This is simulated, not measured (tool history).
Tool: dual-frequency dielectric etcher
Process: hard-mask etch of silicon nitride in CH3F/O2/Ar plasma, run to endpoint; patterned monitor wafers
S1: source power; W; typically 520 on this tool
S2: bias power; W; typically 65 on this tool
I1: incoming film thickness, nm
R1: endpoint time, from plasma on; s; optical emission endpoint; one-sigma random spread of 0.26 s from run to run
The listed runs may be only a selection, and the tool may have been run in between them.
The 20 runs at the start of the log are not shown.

| run | hour | S1 | S2 | I1 | R1 |
|---|---|---|---|---|---|
| 21 | 1038.3 | 430 | 59 | 35.69 | 52.5 |
| 22 | 1099.7 | 560 | 69 | 35.37 | 45.8 |
| 23 | 1133.9 | 520 | 54 | 35.26 | 49.4 |
|  | 1213.3 | wet clean of the chamber |
| 24 | 1213.8 | 460 | 65 | 35.45 | 51.2 |
| 25 | 1230.6 | 430 | 65 | 35.33 | 52.2 |
| 26 | 1278.8 | 520 | 65 | 35.38 | 48.9 |
|  | 1316.3 | bias power generator calibrated |
| 27 | 1324.2 | 460 | 70 | 35.24 | 49.5 |
| 28 | 1354.2 | 570 | 79 | 35.22 | 44.7 |
| 29 | 1412.6 | 520 | 79 | 35.65 | 46.1 |
| 30 | 1478.1 | 620 | 56 | 35.52 | 47.9 |
| 31 | 1538.5 | 550 | 72 | 35.11 | 45.2 |
| 32 | 1608.9 | 640 | 65 | 35.52 | 44.9 |
|  | 1681.8 | wet clean of the chamber |
| 33 | 1682.3 | 410 | 80 | 35.58 | 49.5 |
| 34 | 1701.3 | 520 | 65 | 35.58 | 49.1 |
| 35 | 1740.8 | 450 | 65 | 35.62 | 50.8 |

Alternative continuations, all from the tool just after run 35; predict every row:
| A | 1741.2 | 420 | 65 | 35.53 | ? |
| B | 1741.2 | 600 | 72 | 35.53 | ? |
| C | 1741.2 | 440 | 59 | 35.53 | ? |
| D | 1741.2 | 460 | 59 | 35.53 | ? |

| run | R1 |
|---|---|
| A | 51.4 |
| B | 45.1 |
| C | 52.0 |
| D | 51.3 |
Without the tool's hidden state the same runs would have given:
| run | R1 |
|---|---|
| A | 51.9 |
| B | 45.6 |
| C | 52.5 |
| D | 51.8 |
